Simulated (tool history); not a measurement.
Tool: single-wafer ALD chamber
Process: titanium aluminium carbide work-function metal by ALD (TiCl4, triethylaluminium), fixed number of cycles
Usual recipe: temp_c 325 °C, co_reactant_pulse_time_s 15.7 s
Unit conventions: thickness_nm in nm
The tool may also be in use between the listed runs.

run,hour,temp_c,co_reactant_pulse_time_s,"read-back reference wafer on the same gauge, thickness_nm",thickness_nm
1,0,313,17.7,2.344,2.066
2,36.2,313,17.7,2.347,2.072
3,64.1,325,15.7,2.347,2.182
# hour 97.2: triethylaluminium bottle replaced
4,101.3,325,15.7,2.347,2.192
5,171.1,325,15.7,2.348,2.186
6,197.5,325,15.7,2.348,2.191
# hour 206.7: showerhead replaced
7,249.1,325,15.7,2.35,2.184
8,289,318,15.7,2.352,2.127
9,329.2,318,15.7,2.353,2.13
10,378.4,339,10.63,2.352,2.312
11,450,325,15.7,2.354,2.197
12,486.8,325,15.7,2.354,2.188
13,521.7,325,15.7,2.356,2.198
14,577.5,325,15.7,2.355,2.197
15,641.5,325,18.71,2.357,2.214
# hour 650: thermocouple changed; heater temperature recalibrated
16,685.1,339,15.7,2.359,2.343
17,732.6,325,15.7,2.358,2.201
18,797.1,338,19.22,2.362,2.351
19,857.1,325,15.7,2.364,2.203
# hour 858.8: gauge calibrated
20,929.1,313,17.75,2.324,2.047
21,961.4,338,17.62,2.323,2.301
22,998,334,15.7,2.322,2.259
# hour 1036.5: triethylaluminium bottle replaced
23,1046.9,333,11.5,2.324,2.229
24,1073,319,13.92,2.326,2.109
25,1098.4,318,12.74,2.326,2.093
26,1161.5,339,18.3,2.328,2.313
27,1225.2,316,15.7,2.328,2.075
28,1294.9,333,19.79,2.33,2.257
29,1343.6,325,15.7,2.331,2.176
30,1396.3,317,15.7,2.331,2.092
31,1455.1,325,15.7,2.333,2.182
32,1505.4,337,19.94,2.333,2.295
33,1549.1,317,21.12,2.333,2.11

The same runs without the tool's hidden state, with the same run-to-run variation:
The hidden state here: wafer temperature above the value expected at the setpoint (K); triethylaluminium dose above that of a fresh bottle (%); gauge reads high (%).
run,thickness_nm
1,2.044
2,2.049
3,2.157
4,2.167
5,2.16
6,2.164
7,2.156
8,2.1
9,2.102
10,2.28
11,2.165
12,2.156
13,2.166
14,2.163
15,2.179
16,2.305
17,2.165
18,2.311
19,2.164
20,2.044
21,2.297
22,2.255
23,2.224
24,2.103
25,2.088
26,2.305
27,2.067
28,2.248
29,2.166
30,2.082
31,2.17
32,2.282
33,2.097
